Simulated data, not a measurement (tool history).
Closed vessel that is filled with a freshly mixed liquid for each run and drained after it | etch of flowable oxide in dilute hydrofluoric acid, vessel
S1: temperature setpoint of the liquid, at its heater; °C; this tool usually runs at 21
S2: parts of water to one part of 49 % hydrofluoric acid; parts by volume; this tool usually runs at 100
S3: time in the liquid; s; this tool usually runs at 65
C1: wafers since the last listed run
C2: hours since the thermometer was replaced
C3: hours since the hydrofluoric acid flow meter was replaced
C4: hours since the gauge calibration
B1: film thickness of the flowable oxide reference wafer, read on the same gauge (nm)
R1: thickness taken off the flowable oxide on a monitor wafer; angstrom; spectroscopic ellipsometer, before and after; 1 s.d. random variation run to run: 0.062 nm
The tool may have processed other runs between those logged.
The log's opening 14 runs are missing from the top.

Run 15, hour 678.3: usual settings but S2 85 parts by volume, S3 95 s; C1 2481; C2 1277.4; C3 122.7; C4 1915.6; B1 100.03. Result: R1 284.6 angstrom.
Run 16, hour 704.6: usual settings but S1 24 °C, S2 80 parts by volume; C1 1859; C2 1303.7; C3 149; C4 1941.9; B1 100. Result: R1 234.2 angstrom.
Run 17, hour 751.9: usual settings but S1 25.5 °C, S2 50 parts by volume, S3 30 s; C1 3344; C2 1351; C3 196.3; C4 1989.2; B1 99.98. Result: R1 192.6 angstrom.
Run 18, hour 787.3: usual settings; C1 2502; C2 1386.4; C3 231.7; C4 2024.6; B1 100. Result: R1 163.1 angstrom.
Run 19, hour 856.6: usual settings but S1 23.5 °C, S3 95 s; C1 4899; C2 1455.7; C3 301; C4 2093.9; B1 100.05. Result: R1 262.3 angstrom.
At hour 861.5: thermometer replaced.
At hour 876.3: gauge calibrated.
Run 20, hour 889.1: usual settings; C1 2227; C2 27.6; C3 333.5; C4 12.8; B1 99.98. Result: R1 160.5 angstrom.
Run 21, hour 917: usual settings; C1 1972; C2 55.5; C3 361.4; C4 40.7; B1 99.99. Result: R1 160.4 angstrom.
Run 22, hour 958.8: usual settings but S1 22.5 °C, S3 50 s; C1 2955; C2 97.3; C3 403.2; C4 82.5; B1 99.99. Result: R1 130.1 angstrom.
Run 23, hour 995.2: usual settings but S1 25 °C, S2 80 parts by volume; C1 2573; C2 133.7; C3 439.6; C4 118.9; B1 100.01. Result: R1 240 angstrom.
Run 24, hour 1041.9: usual settings but S1 23.5 °C, S2 135 parts by volume, S3 85 s; C1 3301; C2 180.4; C3 486.3; C4 165.6; B1 99.97. Result: R1 164.7 angstrom.
Run 25, hour 1090.8: usual settings; C1 3457; C2 229.3; C3 535.2; C4 214.5; B1 100.03. Result: R1 160.6 angstrom.
Run 26, hour 1143.1: usual settings but S1 22.5 °C, S3 50 s; C1 3697; C2 281.6; C3 587.5; C4 266.8; B1 100.01. Result: R1 130.6 angstrom.
Run 27, hour 1171: usual settings but S2 60 parts by volume, S3 80 s; C1 1972; C2 309.5; C3 615.4; C4 294.7; B1 100.06. Result: R1 345.5 angstrom.
Run 28, hour 1240.6: usual settings; C1 4920; C2 379.1; C3 685; C4 364.3; B1 99.97. Result: R1 159.4 angstrom.
Run 29, hour 1303.3: usual settings but S2 80 parts by volume; C1 4433; C2 441.8; C3 747.7; C4 427; B1 100.04. Result: R1 204.1 angstrom.
Run 30, hour 1333.3: usual settings but S1 25.5 °C, S2 125 parts by volume, S3 40 s; C1 2121; C2 471.8; C3 777.7; C4 457; B1 100.01. Result: R1 91.9 angstrom.
Run 31, hour 1395.4: usual settings but S2 120 parts by volume; C1 4390; C2 533.9; C3 839.8; C4 519.1; B1 100.02. Result: R1 131.1 angstrom.
Run 32, hour 1419.8: usual settings but S1 19.5 °C, S2 145 parts by volume, S3 30 s; C1 1725; C2 558.3; C3 864.2; C4 543.5; B1 99.98. Result: R1 45.8 angstrom.
At hour 1466.1: hydrofluoric acid flow meter replaced.
Run 33, hour 1477.9: usual settings but S1 22.5 °C, S2 130 parts by volume, S3 95 s; C1 4037; C2 616.4; C3 11.8; C4 601.6; B1 100.04. Result: R1 185.5 angstrom.

Branching from run 33: 4 alternative next runs. What would each branch give?
Run A, hour 1478.6: usual settings but S3 100 s; C1 49; C2 617.1; C3 12.5; C4 602.3; B1 ?. Result: R1 ?.
Run B, hour 1478.6: usual settings but S1 23.5 °C, S2 145 parts by volume, S3 90 s; C1 49; C2 617.1; C3 12.5; C4 602.3; B1 ?. Result: R1 ?.
Run C, hour 1478.6: usual settings but S1 17.5 °C, S2 65 parts by volume, S3 95 s; C1 49; C2 617.1; C3 12.5; C4 602.3; B1 ?. Result: R1 ?.
Run D, hour 1478.6: usual settings but S1 23.5 °C, S2 85 parts by volume, S3 95 s; C1 49; C2 617.1; C3 12.5; C4 602.3; B1 ?. Result: R1 ?.

run      B1     R1
  A  100.02    249
  B  100.02    162
  C  100.02  327.3
  D  100.02  313.4
Had the tool no hidden state, the same runs would have come out as:
run     R1
  A  245.4
  B  159.8
  C  322.3
  D  308.9
